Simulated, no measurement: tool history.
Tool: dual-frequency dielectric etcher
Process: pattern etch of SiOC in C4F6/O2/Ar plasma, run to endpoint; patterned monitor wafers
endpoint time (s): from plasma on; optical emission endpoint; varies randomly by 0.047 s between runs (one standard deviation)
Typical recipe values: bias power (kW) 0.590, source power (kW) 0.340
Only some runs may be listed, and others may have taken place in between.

run,day,bias power (kW),source power (kW),"incoming incoming film thickness, nm",endpoint time (s)
1,0.000,0.590,0.340,49.70,15.4
2,0.700,0.590,0.340,49.77,15.4
3,1.379,0.590,0.340,49.49,15.3
4,2.112,0.590,0.280,50.04,17.0
5,2.521,0.590,0.340,50.06,15.4
6,3.033,0.590,0.340,49.73,15.4
7,3.721,0.590,0.340,49.82,15.4
8,4.054,0.590,0.340,49.93,15.4
9,4.767,0.590,0.340,49.95,15.4
10,5.112,0.590,0.400,49.78,14.2
11,5.371,0.590,0.400,50.16,14.4
12,5.671,0.590,0.400,50.03,14.3
13,6.079,0.650,0.320,50.20,15.3
14,6.650,0.650,0.320,49.78,15.2
15,7.375,0.590,0.340,49.98,15.3
# day 7.729: source power generator calibrated
16,7.758,0.590,0.340,49.73,15.2
# day 8.883: wet clean of the chamber
17,8.904,0.706,0.340,49.72,14.8
18,8.921,0.677,0.340,49.66,15.0
19,9.388,0.590,0.340,49.94,15.9

Run 20 has not been measured yet. What should we expect?
20,10.058,0.590,0.310,49.88,?

endpoint time (s): 16.5
Without the tool's hidden state the same run would have given endpoint time (s) 16.5.

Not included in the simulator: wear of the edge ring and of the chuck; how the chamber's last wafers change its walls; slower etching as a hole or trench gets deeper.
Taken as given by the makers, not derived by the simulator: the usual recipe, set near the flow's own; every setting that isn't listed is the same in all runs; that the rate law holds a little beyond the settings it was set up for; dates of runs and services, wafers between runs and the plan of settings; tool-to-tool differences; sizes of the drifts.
